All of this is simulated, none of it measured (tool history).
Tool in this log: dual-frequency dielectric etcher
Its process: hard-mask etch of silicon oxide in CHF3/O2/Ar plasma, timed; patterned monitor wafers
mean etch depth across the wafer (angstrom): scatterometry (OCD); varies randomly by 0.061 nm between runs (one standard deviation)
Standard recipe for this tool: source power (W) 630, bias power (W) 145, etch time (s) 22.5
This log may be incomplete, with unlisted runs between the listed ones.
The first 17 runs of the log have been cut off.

| run | hour | source power (W) | bias power (W) | etch time (s) | wafers since the last listed run | hours since the last wet clean | hours since the last source power generator calibration | hours since the last bias power generator calibration | hours since the last upper electrode change | hours since the gauge calibration | read-back reference wafer on the same gauge, depth_nm | mean etch depth across the wafer (angstrom) |
|---|---|---|---|---|---|---|---|---|---|---|---|---|
|  | 224.9 | gauge calibrated |
| 18 | 236.2 | 540 | 145 | 15.5 | 247 | 54.8 | 3734.6 | 139.9 | 137.1 | 11.3 | 39.51 | 254.1 |
| 19 | 249.5 | 590 | 155 | 22.5 | 253 | 68.1 | 3747.9 | 153.2 | 150.4 | 24.6 | 39.51 | 402.2 |
| 20 | 256.5 | 740 | 145 | 26.5 | 133 | 75.1 | 3754.9 | 160.2 | 157.4 | 31.6 | 39.53 | 528 |
|  | 265.4 | source power generator calibrated |
| 21 | 270.1 | 780 | 145 | 17.5 | 182 | 88.7 | 4.7 | 173.8 | 171 | 45.2 | 39.51 | 358.9 |
| 22 | 286 | 480 | 135 | 26.5 | 302 | 104.6 | 20.6 | 189.7 | 186.9 | 61.1 | 39.48 | 386 |
| 23 | 301 | 500 | 123 | 25 | 285 | 119.6 | 35.6 | 204.7 | 201.9 | 76.1 | 39.51 | 360.4 |
| 24 | 318.1 | 720 | 158 | 22.5 | 325 | 136.7 | 52.7 | 221.8 | 219 | 93.2 | 39.49 | 457.1 |
| 25 | 333.9 | 590 | 145 | 22.5 | 300 | 152.5 | 68.5 | 237.6 | 234.8 | 109 | 39.49 | 390 |
| 26 | 340.1 | 720 | 120 | 22.5 | 118 | 158.7 | 74.7 | 243.8 | 241 | 115.2 | 39.5 | 407.1 |
| 27 | 352.2 | 550 | 145 | 28.5 | 230 | 170.8 | 86.8 | 255.9 | 253.1 | 127.3 | 39.49 | 471.4 |
| 28 | 369.5 | 760 | 145 | 25 | 329 | 188.1 | 104.1 | 273.2 | 270.4 | 144.6 | 39.49 | 504.9 |
| 29 | 385 | 720 | 158 | 22.5 | 295 | 203.6 | 119.6 | 288.7 | 285.9 | 160.1 | 39.52 | 455.2 |
| 30 | 399.2 | 490 | 179 | 25.5 | 270 | 217.8 | 133.8 | 302.9 | 300.1 | 174.3 | 39.52 | 425 |

Branching from run 30: 4 alternative next runs. What would each branch give?
| A | 399.6 | 630 | 145 | 22.5 | 7 | 218.2 | 134.2 | 303.3 | 300.5 | 174.7 | ? | ? |
| B | 399.6 | 760 | 162 | 20 | 7 | 218.2 | 134.2 | 303.3 | 300.5 | 174.7 | ? | ? |
| C | 399.6 | 710 | 120 | 25 | 7 | 218.2 | 134.2 | 303.3 | 300.5 | 174.7 | ? | ? |
| D | 399.6 | 740 | 158 | 16 | 7 | 218.2 | 134.2 | 303.3 | 300.5 | 174.7 | ? | ? |

| run | read-back reference wafer on the same gauge, depth_nm | mean etch depth across the wafer (angstrom) |
|---|---|---|
| A | 39.49 | 403.7 |
| B | 39.49 | 419.8 |
| C | 39.49 | 445.6 |
| D | 39.49 | 327.4 |
Stripped of hidden state, with their random variation kept, the same runs would have yielded:
| run | mean etch depth across the wafer (angstrom) |
|---|---|
| A | 405.3 |
| B | 421.4 |
| C | 447.3 |
| D | 328.7 |
